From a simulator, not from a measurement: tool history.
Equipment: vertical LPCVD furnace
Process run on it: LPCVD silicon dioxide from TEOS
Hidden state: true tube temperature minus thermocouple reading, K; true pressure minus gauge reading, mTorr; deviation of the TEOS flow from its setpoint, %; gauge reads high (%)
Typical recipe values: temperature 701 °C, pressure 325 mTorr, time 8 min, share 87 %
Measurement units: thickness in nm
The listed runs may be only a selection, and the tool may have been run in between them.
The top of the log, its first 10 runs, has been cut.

run   hour  temperature  pressure  time  share  wafers since the last listed run  hours since the last temperature calibration  hours since the pressure gauge was zeroed  hours since the TEOS flow controller was replaced  hours since the gauge calibration  read-back reference wafer on the same gauge, thickness  thickness
 11  159.6          701       325     8     79                                89                                           4.4                                       36.9                                             6173.7                              501.1                                                   71.96      64.59
 12  163.5          701       325     8     87                                89                                           8.3                                       40.8                                             6177.6                                505                                                   71.99      67.79
 13  167.5          701       325     8     87                                92                                          12.3                                       44.8                                             6181.6                                509                                                   71.98      67.68
 14  171.4          701       325     8     87                                89                                          16.2                                       48.7                                             6185.5                              512.9                                                   71.98      67.92
 15  184.8          701       325     8     87                               308                                          29.6                                       62.1                                             6198.9                              526.3                                                   72.01      67.82
 16  202.3          691       390   9.5     81                               402                                          47.1                                       79.6                                             6216.4                              543.8                                                   71.99      67.24
 17  215.9          701       325     8     87                               313                                          60.7                                       93.2                                               6230                              557.4                                                      72      67.79
       220  -- gauge calibrated
 18  227.6          701       325    10     81                               269                                          72.4                                      104.9                                             6241.7                                7.6                                                      72      81.74
 19  241.4          692       325     8     73                               317                                          86.2                                      118.7                                             6255.5                               21.4                                                   71.97      50.29
 20  258.8          694       265    10     97                               400                                         103.6                                      136.1                                             6272.9                               38.8                                                   72.01      68.57
     287.1  -- TEOS flow controller replaced
 21  287.6          708       325     8     95                               110                                         132.4                                      164.9                                                0.5                               67.6                                                   72.01       83.4
 22  291.5          701       325     8     87                                89                                         136.3                                      168.8                                                4.4                               71.5                                                      72      68.04
 23    296          701       285     8     77                               103                                         140.8                                      173.3                                                8.9                                 76                                                      72      59.86
 24  304.9          693       255     8     97                               204                                         149.7                                      182.2                                               17.8                               84.9                                                   72.03      52.53
 25  314.9          701       325     8     87                               230                                         159.7                                      192.2                                               27.8                               94.9                                                   71.98         68
 26  324.9          701       245     8     97                               230                                         169.7                                      202.2                                               37.8                              104.9                                                   71.98      62.21
 27  338.6          701       375   5.5     97                               315                                         183.4                                      215.9                                               51.5                              118.6                                                   72.03      52.69
 28  356.4          701       325     8     87                               409                                         201.2                                      233.7                                               69.3                              136.4                                                   71.98      67.76
 29  368.9          711       245     5     79                               287                                         213.7                                      246.2                                               81.8                              148.9                                                      72      44.08
 30  381.8          701       325     8     87                               296                                         226.6                                      259.1                                               94.7                              161.8                                                   71.98      67.76

Predict each of these 5 candidate next runs independently; none follows another, all start after run 30:
  A  385.8          701       325     8     87                                92                                         230.6                                      263.1                                               98.7                              165.8                                                       ?          ?
  B  385.8          705       400     8     97                                92                                         230.6                                      263.1                                               98.7                              165.8                                                       ?          ?
  C  385.8          701       325   5.5     73                                92                                         230.6                                      263.1                                               98.7                              165.8                                                       ?          ?
  D  385.8          701       325   9.5     87                                92                                         230.6                                      263.1                                               98.7                              165.8                                                       ?          ?
  E  385.8          701       325     5     87                                92                                         230.6                                      263.1                                               98.7                              165.8                                                       ?          ?

run  read-back reference wafer on the same gauge, thickness  thickness
  A                                                   72.01      67.75
  B                                                   72.01      87.05
  C                                                   72.01      42.67
  D                                                   72.01      80.46
  E                                                   72.01      42.35
The same runs, with their run-to-run variation unchanged, on a tool lacking any hidden condition would have given:
run  thickness
  A       67.6
  B      86.86
  C      42.57
  D      80.28
  E      42.25
